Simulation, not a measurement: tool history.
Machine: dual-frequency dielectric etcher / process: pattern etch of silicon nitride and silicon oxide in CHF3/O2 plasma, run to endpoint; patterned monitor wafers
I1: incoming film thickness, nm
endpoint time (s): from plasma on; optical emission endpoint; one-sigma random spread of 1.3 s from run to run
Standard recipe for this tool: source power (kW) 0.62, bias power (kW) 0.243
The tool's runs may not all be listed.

{"run": 1, "hour": 0.0, "source power (kW)": 0.62, "bias power (kW)": 0.243, "I1": 284.3, "endpoint time (s)": 176}
{"run": 2, "hour": 45.3, "source power (kW)": 0.62, "bias power (kW)": 0.243, "I1": 287.9, "endpoint time (s)": 177.5}
{"run": 3, "hour": 86.4, "source power (kW)": 0.62, "bias power (kW)": 0.243, "I1": 285, "endpoint time (s)": 180.4}
{"run": 4, "hour": 138.8, "source power (kW)": 0.62, "bias power (kW)": 0.243, "I1": 281.8, "endpoint time (s)": 175.7}
{"run": 5, "hour": 170.7, "source power (kW)": 0.49, "bias power (kW)": 0.243, "I1": 287.5, "endpoint time (s)": 189.6}
{"run": 6, "hour": 219.5, "source power (kW)": 0.62, "bias power (kW)": 0.243, "I1": 283.5, "endpoint time (s)": 180.6}
{"hour": 267.5, "done": "upper electrode replaced"}
{"run": 7, "hour": 268.0, "source power (kW)": 0.62, "bias power (kW)": 0.243, "I1": 279.6, "endpoint time (s)": 177.7}
{"run": 8, "hour": 307.7, "source power (kW)": 0.62, "bias power (kW)": 0.243, "I1": 284.2, "endpoint time (s)": 181.3}
{"hour": 367.8, "done": "wet clean of the chamber"}
{"run": 9, "hour": 370.8, "source power (kW)": 0.58, "bias power (kW)": 0.243, "I1": 284.3, "endpoint time (s)": 174.4}
{"hour": 390.6, "done": "bias power generator calibrated"}
{"run": 10, "hour": 411.3, "source power (kW)": 0.62, "bias power (kW)": 0.268, "I1": 285.9, "endpoint time (s)": 168.2}
{"run": 11, "hour": 454.9, "source power (kW)": 0.62, "bias power (kW)": 0.243, "I1": 285.2, "endpoint time (s)": 174.2}
{"run": 12, "hour": 500.1, "source power (kW)": 0.62, "bias power (kW)": 0.262, "I1": 285.7, "endpoint time (s)": 173.8}

Run 13 comes next. What will it give?
{"run": 13, "hour": 532.8, "source power (kW)": 0.75, "bias power (kW)": 0.196, "I1": 286.5, "endpoint time (s)": "?"}

For run 13 the tool returned endpoint time (s) 175.
Were there no unlogged condition in the tool, this run, its random variation unchanged, would have produced endpoint time (s) 171.9.
